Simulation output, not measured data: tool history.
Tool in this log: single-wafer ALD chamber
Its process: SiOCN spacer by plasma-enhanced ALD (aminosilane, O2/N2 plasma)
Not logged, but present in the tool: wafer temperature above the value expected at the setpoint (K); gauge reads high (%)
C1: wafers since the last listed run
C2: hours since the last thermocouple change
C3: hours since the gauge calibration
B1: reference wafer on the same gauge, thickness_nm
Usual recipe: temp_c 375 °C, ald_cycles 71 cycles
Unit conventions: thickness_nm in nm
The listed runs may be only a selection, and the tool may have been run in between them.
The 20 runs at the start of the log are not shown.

run 21 hour=1588.8 | temp_c=375 ald_cycles=71 | C1=141 C2=299 C3=2544.5 | B1=4.49 | thickness_nm=4.329
run 22 hour=1763 | temp_c=382 ald_cycles=77 | C1=545 C2=473.2 C3=2718.7 | B1=4.486 | thickness_nm=4.674
run 23 hour=1811.6 | temp_c=387 ald_cycles=62 | C1=152 C2=521.8 C3=2767.3 | B1=4.482 | thickness_nm=3.771
run 24 hour=1858.3 | temp_c=388 ald_cycles=71 | C1=146 C2=568.5 C3=2814 | B1=4.482 | thickness_nm=4.303
run 25 hour=1917.7 | temp_c=363 ald_cycles=81 | C1=185 C2=627.9 C3=2873.4 | B1=4.481 | thickness_nm=4.896
run 26 hour=1963.6 | temp_c=371 ald_cycles=84 | C1=143 C2=673.8 C3=2919.3 | B1=4.48 | thickness_nm=5.087
run 27 hour=2186.8 | temp_c=369 ald_cycles=61 | C1=698 C2=897 C3=3142.5 | B1=4.473 | thickness_nm=3.724
run 28 hour=2275.5 | temp_c=371 ald_cycles=78 | C1=277 C2=985.7 C3=3231.2 | B1=4.47 | thickness_nm=4.724
run 29 hour=2319.6 | temp_c=370 ald_cycles=84 | C1=138 C2=1029.8 C3=3275.3 | B1=4.471 | thickness_nm=5.083
run 30 hour=2388 | temp_c=387 ald_cycles=58 | C1=214 C2=1098.2 C3=3343.7 | B1=4.469 | thickness_nm=3.515
run 31 hour=2443.8 | temp_c=375 ald_cycles=83 | C1=174 C2=1154 C3=3399.5 | B1=4.465 | thickness_nm=5.024
-- hour=2587.8 gauge calibrated
run 32 hour=2679.3 | temp_c=379 ald_cycles=83 | C1=736 C2=1389.5 C3=91.5 | B1=4.571 | thickness_nm=5.152
run 33 hour=2785.5 | temp_c=375 ald_cycles=66 | C1=332 C2=1495.7 C3=197.7 | B1=4.567 | thickness_nm=4.096
run 34 hour=2852.1 | temp_c=369 ald_cycles=61 | C1=208 C2=1562.3 C3=264.3 | B1=4.568 | thickness_nm=3.785
run 35 hour=2888.1 | temp_c=375 ald_cycles=71 | C1=112 C2=1598.3 C3=300.3 | B1=4.565 | thickness_nm=4.378
run 36 hour=2953.2 | temp_c=386 ald_cycles=75 | C1=203 C2=1663.4 C3=365.4 | B1=4.563 | thickness_nm=4.639
run 37 hour=3008.3 | temp_c=375 ald_cycles=63 | C1=172 C2=1718.5 C3=420.5 | B1=4.564 | thickness_nm=3.906
-- hour=3075.9 thermocouple changed; heater temperature recalibrated
run 38 hour=3112.7 | temp_c=370 ald_cycles=82 | C1=301 C2=36.8 C3=524.9 | B1=4.559 | thickness_nm=5.076
run 39 hour=3158.8 | temp_c=375 ald_cycles=77 | C1=144 C2=82.9 C3=571 | B1=4.556 | thickness_nm=4.762
run 40 hour=3285.6 | temp_c=382 ald_cycles=71 | C1=396 C2=209.7 C3=697.8 | B1=4.557 | thickness_nm=4.396
run 41 hour=3352.1 | temp_c=375 ald_cycles=62 | C1=208 C2=276.2 C3=764.3 | B1=4.552 | thickness_nm=3.824

Forecast each of these 5 alternatives for the next run:
run A hour=3352.6 | temp_c=361 ald_cycles=71 | C1=1 C2=276.7 C3=764.8 | B1=? | thickness_nm=?
run B hour=3352.6 | temp_c=367 ald_cycles=66 | C1=1 C2=276.7 C3=764.8 | B1=? | thickness_nm=?
run C hour=3352.6 | temp_c=387 ald_cycles=81 | C1=1 C2=276.7 C3=764.8 | B1=? | thickness_nm=?
run D hour=3352.6 | temp_c=380 ald_cycles=82 | C1=1 C2=276.7 C3=764.8 | B1=? | thickness_nm=?
run E hour=3352.6 | temp_c=375 ald_cycles=60 | C1=1 C2=276.7 C3=764.8 | B1=? | thickness_nm=?

run=A B1=4.554 thickness_nm=4.396
run=B B1=4.554 thickness_nm=4.087
run=C B1=4.554 thickness_nm=5.015
run=D B1=4.554 thickness_nm=5.077
run=E B1=4.554 thickness_nm=3.715
With no hidden state in the tool, these same runs would have given:
run=A thickness_nm=4.403
run=B thickness_nm=4.093
run=C thickness_nm=5.023
run=D thickness_nm=5.085
run=E thickness_nm=3.721
